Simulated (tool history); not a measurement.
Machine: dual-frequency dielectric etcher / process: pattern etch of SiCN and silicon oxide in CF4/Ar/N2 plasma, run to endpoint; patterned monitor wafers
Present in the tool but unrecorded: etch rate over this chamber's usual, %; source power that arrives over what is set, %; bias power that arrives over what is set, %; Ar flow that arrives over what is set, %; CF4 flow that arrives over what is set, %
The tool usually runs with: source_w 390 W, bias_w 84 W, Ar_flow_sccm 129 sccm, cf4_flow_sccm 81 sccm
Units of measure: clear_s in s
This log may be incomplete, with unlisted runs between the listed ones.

run   hour  source_w  bias_w  Ar_flow_sccm  cf4_flow_sccm  wafers since the last listed run  hours since the last wet clean  hours since the last source power generator calibration  hours since the last bias power generator calibration  hours since the last Ar flow controller change  hours since the last CF4 flow controller change  hours since the last upper electrode change  incoming incoming film thickness, nm  clear_s
  1    0.0       390      84           129             81                                 0                           150.7                                                   4098.9                                                 3889.3                                          5312.7                                           4203.6                                       3351.3                                 11.97     14.6
  2   17.1       390      84           129             81                               152                           167.8                                                   4116.0                                                 3906.4                                          5329.8                                           4220.7                                       3368.4                                 12.00     14.4
  3   52.5       390      84           129             81                               316                           203.2                                                   4151.4                                                 3941.8                                          5365.2                                           4256.1                                       3403.8                                 11.93     14.2
  4   80.1       390      84           104             81                               246                           230.8                                                   4179.0                                                 3969.4                                          5392.8                                           4283.7                                       3431.4                                 11.97     14.3
  5  100.2       390      84           129             81                               179                           250.9                                                   4199.1                                                 3989.5                                          5412.9                                           4303.8                                       3451.5                                 11.99     14.2
  6  116.9       390      84           129             81                               149                           267.6                                                   4215.8                                                 4006.2                                          5429.6                                           4320.5                                       3468.2                                 12.11     14.3
  7  130.0       390      84           129             81                               117                           280.7                                                   4228.9                                                 4019.3                                          5442.7                                           4333.6                                       3481.3                                 11.96     14.1
  8  144.0       390      84           129             81                               125                           294.7                                                   4242.9                                                 4033.3                                          5456.7                                           4347.6                                       3495.3                                 11.98     14.3
     151.3  -- CF4 flow controller replaced
  9  162.8       390      84           129             81                               114                           313.5                                                   4261.7                                                 4052.1                                          5475.5                                             11.5                                       3514.1                                 11.83     14.2
 10  186.5       390      84           129             81                               212                           337.2                                                   4285.4                                                 4075.8                                          5499.2                                             35.2                                       3537.8                                 11.98     14.5
     190.6  -- source power generator calibrated
 11  204.7       390      84           129             81                               127                           355.4                                                     14.1                                                 4094.0                                          5517.4                                             53.4                                       3556.0                                 12.03     14.2
     236.6  -- wet clean of the chamber
 12  237.1       460      66           129             81                                75                             0.5                                                     46.5                                                 4126.4                                          5549.8                                             85.8                                       3588.4                                 11.85     13.6
     243.5  -- Ar flow controller replaced
 13  244.0       390     104           151             81                                 8                             7.4                                                     53.4                                                 4133.3                                             0.5                                             92.7                                       3595.3                                 12.01     13.4
     273.9  -- upper electrode replaced
 14  274.4       390      84           129             81                                57                            37.8                                                     83.8                                                 4163.7                                            30.9                                            123.1                                          0.5                                 12.06     14.6
 15  285.0       390      92           129             81                                94                            48.4                                                     94.4                                                 4174.3                                            41.5                                            133.7                                         11.1                                 12.10     14.1
 16  308.4       300     102           129             81                               209                            71.8                                                    117.8                                                 4197.7                                            64.9                                            157.1                                         34.5                                 11.88     16.2
 17  325.0       390      84           151             81                               148                            88.4                                                    134.4                                                 4214.3                                            81.5                                            173.7                                         51.1                                 12.05     14.9
 18  353.8       390      84           129             81                               257                           117.2                                                    163.2                                                 4243.1                                           110.3                                            202.5                                         79.9                                 11.94     14.1
     366.7  -- bias power generator calibrated
 19  384.1       390      84           129             66                               235                           147.5                                                    193.5                                                   17.4                                           140.6                                            232.8                                        110.2                                 12.02     15.0
 20  419.8       390      70           129             62                               319                           183.2                                                    229.2                                                   53.1                                           176.3                                            268.5                                        145.9                                 11.95     16.2
 21  450.0       450      84           129             81                               270                           213.4                                                    259.4                                                   83.3                                           206.5                                            298.7                                        176.1                                 12.06     12.9
 22  478.0       450      84           129             81                               250                           241.4                                                    287.4                                                  111.3                                           234.5                                            326.7                                        204.1                                 12.01     12.9
 23  503.1       330      84           129             94                               224                           266.5                                                    312.5                                                  136.4                                           259.6                                            351.8                                        229.2                                 11.99     15.9

Below are 4 alternative next runs, each starting from the tool's condition after run 23. Predict each:
  A  503.5       390      84           149             81                                 3                           266.9                                                    312.9                                                  136.8                                           260.0                                            352.2                                        229.6                                 11.98        ?
  B  503.5       390      71           129             81                                 3                           266.9                                                    312.9                                                  136.8                                           260.0                                            352.2                                        229.6                                 11.98        ?
  C  503.5       390      84           142             81                                 3                           266.9                                                    312.9                                                  136.8                                           260.0                                            352.2                                        229.6                                 11.98        ?
  D  503.5       300      95           155             81                                 3                           266.9                                                    312.9                                                  136.8                                           260.0                                            352.2                                        229.6                                 11.98        ?

run  clear_s
  A     14.4
  B     15.0
  C     14.3
  D     17.0
With the hidden condition removed and each run's random variation left untouched, the same runs would have given:
run  clear_s
  A     14.4
  B     15.0
  C     14.3
  D     17.0
